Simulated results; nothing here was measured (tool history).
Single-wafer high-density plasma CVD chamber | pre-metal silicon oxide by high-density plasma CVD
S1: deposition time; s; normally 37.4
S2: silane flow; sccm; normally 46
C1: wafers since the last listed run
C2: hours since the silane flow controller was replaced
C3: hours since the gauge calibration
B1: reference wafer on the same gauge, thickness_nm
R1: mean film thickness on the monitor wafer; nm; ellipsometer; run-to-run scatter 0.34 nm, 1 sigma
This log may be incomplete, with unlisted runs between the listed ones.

Run 1, hour 0.0: usual settings; C1 0; C2 1228.1; C3 673.0; B1 174.055. Result: R1 157.102 nm.
Run 2, hour 24.0: usual settings; C1 529; C2 1252.1; C3 697.0; B1 173.957. Result: R1 156.951 nm.
Run 3, hour 112.4: usual settings; C1 1951; C2 1340.5; C3 785.4; B1 174.159. Result: R1 157.216 nm.
Run 4, hour 140.5: usual settings; C1 620; C2 1368.6; C3 813.5; B1 174.019. Result: R1 157.213 nm.
Run 5, hour 180.9: usual settings; C1 891; C2 1409.0; C3 853.9; B1 174.097. Result: R1 156.342 nm.
Run 6, hour 226.6: usual settings; C1 1008; C2 1454.7; C3 899.6; B1 174.083. Result: R1 157.735 nm.
Run 7, hour 279.8: usual settings; C1 1174; C2 1507.9; C3 952.8; B1 173.906. Result: R1 156.874 nm.
Run 8, hour 313.2: usual settings; C1 737; C2 1541.3; C3 986.2; B1 174.100. Result: R1 157.451 nm.
Run 9, hour 370.4: usual settings; C1 1262; C2 1598.5; C3 1043.4; B1 173.961. Result: R1 157.681 nm.
Run 10, hour 438.9: usual settings; C1 1512; C2 1667.0; C3 1111.9; B1 173.918. Result: R1 157.119 nm.
Run 11, hour 490.8: usual settings; C1 1145; C2 1718.9; C3 1163.8; B1 174.110. Result: R1 157.215 nm.
Run 12, hour 546.6: usual settings but S1 34.6 s; C1 1231; C2 1774.7; C3 1219.6; B1 174.040. Result: R1 145.383 nm.
Run 13, hour 613.7: usual settings but S1 35.5 s, S2 43 sccm; C1 1481; C2 1841.8; C3 1286.7; B1 173.962. Result: R1 139.495 nm.
Run 14, hour 663.6: usual settings but S1 42.7 s; C1 1101; C2 1891.7; C3 1336.6; B1 174.046. Result: R1 180.692 nm.
Run 15, hour 705.4: usual settings but S1 42.7 s; C1 922; C2 1933.5; C3 1378.4; B1 174.030. Result: R1 180.792 nm.
Run 16, hour 776.1: usual settings but S1 42.7 s; C1 1560; C2 2004.2; C3 1449.1; B1 173.949. Result: R1 180.286 nm.
Run 17, hour 825.5: usual settings; C1 1090; C2 2053.6; C3 1498.5; B1 174.119. Result: R1 158.456 nm.
Run 18, hour 882.4: usual settings; C1 1256; C2 2110.5; C3 1555.4; B1 173.924. Result: R1 158.477 nm.
Run 19, hour 939.5: usual settings; C1 1260; C2 2167.6; C3 1612.5; B1 173.940. Result: R1 158.236 nm.
Run 20, hour 1009.1: usual settings; C1 1536; C2 2237.2; C3 1682.1; B1 173.988. Result: R1 157.650 nm.
Run 21, hour 1074.2: usual settings; C1 1437; C2 2302.3; C3 1747.2; B1 173.964. Result: R1 158.529 nm.
Run 22, hour 1275.7: usual settings; C1 4448; C2 2503.8; C3 1948.7; B1 174.053. Result: R1 158.809 nm.
Run 23, hour 1322.7: usual settings but S1 44.3 s; C1 1037; C2 2550.8; C3 1995.7; B1 173.892. Result: R1 187.978 nm.
Run 24, hour 1384.9: usual settings but S1 31.1 s, S2 41 sccm; C1 1373; C2 2613.0; C3 2057.9; B1 174.086. Result: R1 118.069 nm.
Run 25, hour 1436.1: usual settings but S1 42.0 s, S2 43 sccm; C1 1130; C2 2664.2; C3 2109.1; B1 173.975. Result: R1 167.125 nm.
Run 26, hour 1465.8: usual settings but S1 33.9 s; C1 655; C2 2693.9; C3 2138.8; B1 174.002. Result: R1 144.341 nm.
Run 27, hour 1524.5: usual settings but S1 32.9 s; C1 1295; C2 2752.6; C3 2197.5; B1 174.024. Result: R1 139.893 nm.
Run 28, hour 1563.5: usual settings but S1 40.4 s; C1 861; C2 2791.6; C3 2236.5; B1 174.044. Result: R1 172.042 nm.
Run 29, hour 1626.1: usual settings; C1 1382; C2 2854.2; C3 2299.1; B1 173.995. Result: R1 159.257 nm.
Run 30, hour 1652.7: usual settings; C1 587; C2 2880.8; C3 2325.7; B1 174.037. Result: R1 159.850 nm.
At hour 1678.0: gauge calibrated.
Run 31, hour 1720.1: usual settings but S1 44.8 s, S2 50 sccm; C1 1488; C2 2948.2; C3 42.1; B1 174.114. Result: R1 208.598 nm.
Run 32, hour 1789.6: usual settings; C1 1534; C2 3017.7; C3 111.6; B1 174.073. Result: R1 159.835 nm.
Run 33, hour 1844.4: usual settings but S1 43.7 s, S2 43 sccm; C1 1209; C2 3072.5; C3 166.4; B1 174.056. Result: R1 174.478 nm.
Run 34, hour 1911.9: usual settings but S1 35.2 s; C1 1490; C2 3140.0; C3 233.9; B1 173.997. Result: R1 150.919 nm.
Run 35, hour 1963.0: usual settings; C1 1128; C2 3191.1; C3 285.0; B1 174.128. Result: R1 160.458 nm.
At hour 2020.0: silane flow controller replaced.
Run 36, hour 2033.7: usual settings; C1 1384; C2 13.7; C3 355.7; B1 174.053. Result: R1 155.615 nm.
Run 37, hour 2099.0: usual settings; C1 1441; C2 79.0; C3 421.0; B1 173.885. Result: R1 155.580 nm.
Run 38, hour 2136.7: usual settings but S1 30.6 s, S2 49 sccm; C1 832; C2 116.7; C3 458.7; B1 174.013. Result: R1 135.305 nm.
Run 39, hour 2177.5: usual settings but S1 40.3 s, S2 38 sccm; C1 900; C2 157.5; C3 499.5; B1 173.975. Result: R1 138.463 nm.
Run 40, hour 2233.3: usual settings; C1 1231; C2 213.3; C3 555.3; B1 173.985. Result: R1 155.558 nm.
Run 41, hour 2340.8: usual settings but S2 42 sccm; C1 2373; C2 320.8; C3 662.8; B1 173.957. Result: R1 142.562 nm.
Run 42, hour 2402.3: usual settings but S1 34.1 s, S2 52 sccm; C1 1357; C2 382.3; C3 724.3; B1 174.088. Result: R1 161.170 nm.
Run 43, hour 2437.1: usual settings but S1 42.9 s, S2 43 sccm; C1 768; C2 417.1; C3 759.1; B1 174.106. Result: R1 167.285 nm.
Run 44, hour 2501.2: usual settings; C1 1415; C2 481.2; C3 823.2; B1 173.983. Result: R1 155.674 nm.
Run 45, hour 2539.1: usual settings but S1 42.9 s, S2 38 sccm; C1 836; C2 519.1; C3 861.1; B1 174.045. Result: R1 147.113 nm.

Consider 3 possible next runs. They are alternatives, not a sequence: every one starts from the tool as it was left by run 45. What does each give?
Run A, hour 2539.5: usual settings; C1 8; C2 519.5; C3 861.5; B1 ?. Result: R1 ?.
Run B, hour 2539.5: usual settings but S1 42.7 s, S2 51 sccm; C1 8; C2 519.5; C3 861.5; B1 ?. Result: R1 ?.
Run C, hour 2539.5: usual settings but S1 33.0 s, S2 54 sccm; C1 8; C2 519.5; C3 861.5; B1 ?. Result: R1 ?.

run       B1       R1
  A  174.052  155.858
  B  174.052  197.287
  C  174.052  161.439
The same runs, with their run-to-run variation unchanged, on a tool lacking any hidden condition would have given:
run       R1
  A  155.023
  B  196.230
  C  160.574
